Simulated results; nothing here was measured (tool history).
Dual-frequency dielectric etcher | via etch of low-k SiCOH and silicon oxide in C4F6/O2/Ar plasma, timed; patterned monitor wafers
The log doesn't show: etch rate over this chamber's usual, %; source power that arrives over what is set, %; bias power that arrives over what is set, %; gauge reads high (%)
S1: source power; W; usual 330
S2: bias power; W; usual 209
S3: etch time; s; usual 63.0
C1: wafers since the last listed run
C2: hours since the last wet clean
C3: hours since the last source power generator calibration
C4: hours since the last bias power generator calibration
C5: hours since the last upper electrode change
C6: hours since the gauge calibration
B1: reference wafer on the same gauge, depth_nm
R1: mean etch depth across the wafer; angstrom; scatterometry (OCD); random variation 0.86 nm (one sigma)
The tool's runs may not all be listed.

{"run": 1, "hour": 0.0, "S1": 330, "S2": 209, "S3": 63.0, "C1": 0, "C2": 336.6, "C3": 3925.7, "C4": 2928.9, "C5": 1610.8, "C6": 2020.0, "B1": 129.8, "R1": 1643}
{"hour": 8.6, "done": "source power generator calibrated"}
{"run": 2, "hour": 42.2, "S1": 330, "S2": 209, "S3": 63.0, "C1": 498, "C2": 378.8, "C3": 33.6, "C4": 2971.1, "C5": 1653.0, "C6": 2062.2, "B1": 130.1, "R1": 1644}
{"run": 3, "hour": 112.8, "S1": 290, "S2": 209, "S3": 63.0, "C1": 920, "C2": 449.4, "C3": 104.2, "C4": 3041.7, "C5": 1723.6, "C6": 2132.8, "B1": 130.0, "R1": 1570}
{"hour": 147.1, "done": "wet clean of the chamber"}
{"run": 4, "hour": 157.0, "S1": 290, "S2": 209, "S3": 63.0, "C1": 263, "C2": 9.9, "C3": 148.4, "C4": 3085.9, "C5": 1767.8, "C6": 2177.0, "B1": 129.8, "R1": 1498}
{"run": 5, "hour": 214.4, "S1": 330, "S2": 243, "S3": 63.0, "C1": 748, "C2": 67.3, "C3": 205.8, "C4": 3143.3, "C5": 1825.2, "C6": 2234.4, "B1": 130.1, "R1": 1679}
{"run": 6, "hour": 394.4, "S1": 330, "S2": 209, "S3": 63.0, "C1": 2348, "C2": 247.3, "C3": 385.8, "C4": 3323.3, "C5": 2005.2, "C6": 2414.4, "B1": 130.1, "R1": 1640}
{"run": 7, "hour": 463.6, "S1": 290, "S2": 239, "S3": 55.5, "C1": 902, "C2": 316.5, "C3": 455.0, "C4": 3392.5, "C5": 2074.4, "C6": 2483.6, "B1": 130.1, "R1": 1406}
{"run": 8, "hour": 501.7, "S1": 330, "S2": 258, "S3": 57.5, "C1": 497, "C2": 354.6, "C3": 493.1, "C4": 3430.6, "C5": 2112.5, "C6": 2521.7, "B1": 129.9, "R1": 1593}
{"run": 9, "hour": 571.2, "S1": 330, "S2": 186, "S3": 52.5, "C1": 906, "C2": 424.1, "C3": 562.6, "C4": 3500.1, "C5": 2182.0, "C6": 2591.2, "B1": 130.2, "R1": 1334}
{"hour": 633.8, "done": "wet clean of the chamber"}
{"run": 10, "hour": 634.3, "S1": 330, "S2": 209, "S3": 63.0, "C1": 510, "C2": 0.5, "C3": 625.7, "C4": 3563.2, "C5": 2245.1, "C6": 2654.3, "B1": 130.0, "R1": 1594}
{"run": 11, "hour": 665.7, "S1": 330, "S2": 209, "S3": 54.5, "C1": 409, "C2": 31.9, "C3": 657.1, "C4": 3594.6, "C5": 2276.5, "C6": 2685.7, "B1": 130.0, "R1": 1386}
{"run": 12, "hour": 869.1, "S1": 290, "S2": 209, "S3": 56.0, "C1": 2653, "C2": 235.3, "C3": 860.5, "C4": 3798.0, "C5": 2479.9, "C6": 2889.1, "B1": 130.0, "R1": 1376}
{"hour": 913.8, "done": "bias power generator calibrated"}
{"run": 13, "hour": 931.2, "S1": 330, "S2": 209, "S3": 63.0, "C1": 757, "C2": 297.4, "C3": 922.6, "C4": 17.4, "C5": 2542.0, "C6": 2951.2, "B1": 130.0, "R1": 1634}
{"hour": 997.0, "done": "upper electrode replaced, of another model than before"}
{"run": 14, "hour": 997.5, "S1": 330, "S2": 209, "S3": 50.5, "C1": 551, "C2": 363.7, "C3": 988.9, "C4": 83.7, "C5": 0.5, "C6": 3017.5, "B1": 129.9, "R1": 1319}
{"run": 15, "hour": 1012.6, "S1": 380, "S2": 249, "S3": 63.0, "C1": 196, "C2": 378.8, "C3": 1004.0, "C4": 98.8, "C5": 15.6, "C6": 3032.6, "B1": 129.8, "R1": 1939}
{"run": 16, "hour": 1040.7, "S1": 330, "S2": 209, "S3": 82.0, "C1": 366, "C2": 406.9, "C3": 1032.1, "C4": 126.9, "C5": 43.7, "C6": 3060.7, "B1": 130.0, "R1": 2167}
{"hour": 1064.9, "done": "gauge calibrated"}
{"run": 17, "hour": 1101.3, "S1": 330, "S2": 258, "S3": 57.5, "C1": 790, "C2": 467.5, "C3": 1092.7, "C4": 187.5, "C5": 104.3, "C6": 36.4, "B1": 129.9, "R1": 1650}
{"run": 18, "hour": 1130.6, "S1": 390, "S2": 235, "S3": 50.5, "C1": 382, "C2": 496.8, "C3": 1122.0, "C4": 216.8, "C5": 133.6, "C6": 65.7, "B1": 130.1, "R1": 1548}
{"run": 19, "hour": 1189.0, "S1": 330, "S2": 209, "S3": 71.0, "C1": 761, "C2": 555.2, "C3": 1180.4, "C4": 275.2, "C5": 192.0, "C6": 124.1, "B1": 130.0, "R1": 1878}
{"run": 20, "hour": 1244.2, "S1": 330, "S2": 209, "S3": 63.0, "C1": 720, "C2": 610.4, "C3": 1235.6, "C4": 330.4, "C5": 247.2, "C6": 179.3, "B1": 129.9, "R1": 1677}
{"hour": 1274.0, "done": "wet clean of the chamber"}
{"run": 21, "hour": 1314.7, "S1": 330, "S2": 209, "S3": 63.0, "C1": 606, "C2": 40.7, "C3": 1306.1, "C4": 400.9, "C5": 317.7, "C6": 249.8, "B1": 129.9, "R1": 1604}
{"run": 22, "hour": 1350.5, "S1": 250, "S2": 209, "S3": 46.0, "C1": 467, "C2": 76.5, "C3": 1341.9, "C4": 436.7, "C5": 353.5, "C6": 285.6, "B1": 130.0, "R1": 929}
{"run": 23, "hour": 1383.8, "S1": 330, "S2": 209, "S3": 63.0, "C1": 434, "C2": 109.8, "C3": 1375.2, "C4": 470.0, "C5": 386.8, "C6": 318.9, "B1": 129.8, "R1": 1605}
{"run": 24, "hour": 1425.8, "S1": 330, "S2": 251, "S3": 46.0, "C1": 547, "C2": 151.8, "C3": 1417.2, "C4": 512.0, "C5": 428.8, "C6": 360.9, "B1": 130.1, "R1": 1265}
{"run": 25, "hour": 1466.6, "S1": 280, "S2": 190, "S3": 73.0, "C1": 532, "C2": 192.6, "C3": 1458.0, "C4": 552.8, "C5": 469.6, "C6": 401.7, "B1": 130.1, "R1": 1602}
{"run": 26, "hour": 1525.8, "S1": 260, "S2": 228, "S3": 63.0, "C1": 772, "C2": 251.8, "C3": 1517.2, "C4": 612.0, "C5": 528.8, "C6": 460.9, "B1": 130.0, "R1": 1393}
{"run": 27, "hour": 1572.0, "S1": 360, "S2": 228, "S3": 73.0, "C1": 602, "C2": 298.0, "C3": 1563.4, "C4": 658.2, "C5": 575.0, "C6": 507.1, "B1": 130.1, "R1": 2081}
{"run": 28, "hour": 1619.6, "S1": 390, "S2": 184, "S3": 57.0, "C1": 620, "C2": 345.6, "C3": 1611.0, "C4": 705.8, "C5": 622.6, "C6": 554.7, "B1": 129.7, "R1": 1586}
{"run": 29, "hour": 1704.1, "S1": 330, "S2": 209, "S3": 63.0, "C1": 1102, "C2": 430.1, "C3": 1695.5, "C4": 790.3, "C5": 707.1, "C6": 639.2, "B1": 129.7, "R1": 1651}
{"run": 30, "hour": 1756.0, "S1": 330, "S2": 209, "S3": 63.0, "C1": 677, "C2": 482.0, "C3": 1747.4, "C4": 842.2, "C5": 759.0, "C6": 691.1, "B1": 130.0, "R1": 1672}

Forecast each of these 3 alternatives for the next run:
{"run": "A", "hour": 1756.4, "S1": 330, "S2": 209, "S3": 63.0, "C1": 5, "C2": 482.4, "C3": 1747.8, "C4": 842.6, "C5": 759.4, "C6": 691.5, "B1": "?", "R1": "?"}
{"run": "B", "hour": 1756.4, "S1": 290, "S2": 254, "S3": 57.5, "C1": 5, "C2": 482.4, "C3": 1747.8, "C4": 842.6, "C5": 759.4, "C6": 691.5, "B1": "?", "R1": "?"}
{"run": "C", "hour": 1756.4, "S1": 330, "S2": 245, "S3": 77.5, "C1": 5, "C2": 482.4, "C3": 1747.8, "C4": 842.6, "C5": 759.4, "C6": 691.5, "B1": "?", "R1": "?"}

run=A B1=130.0 R1=1666
run=B B1=130.0 R1=1482
run=C B1=130.0 R1=2167
Without the tool's hidden state the same runs would have given:
run=A R1=1600
run=B R1=1423
run=C R1=2080
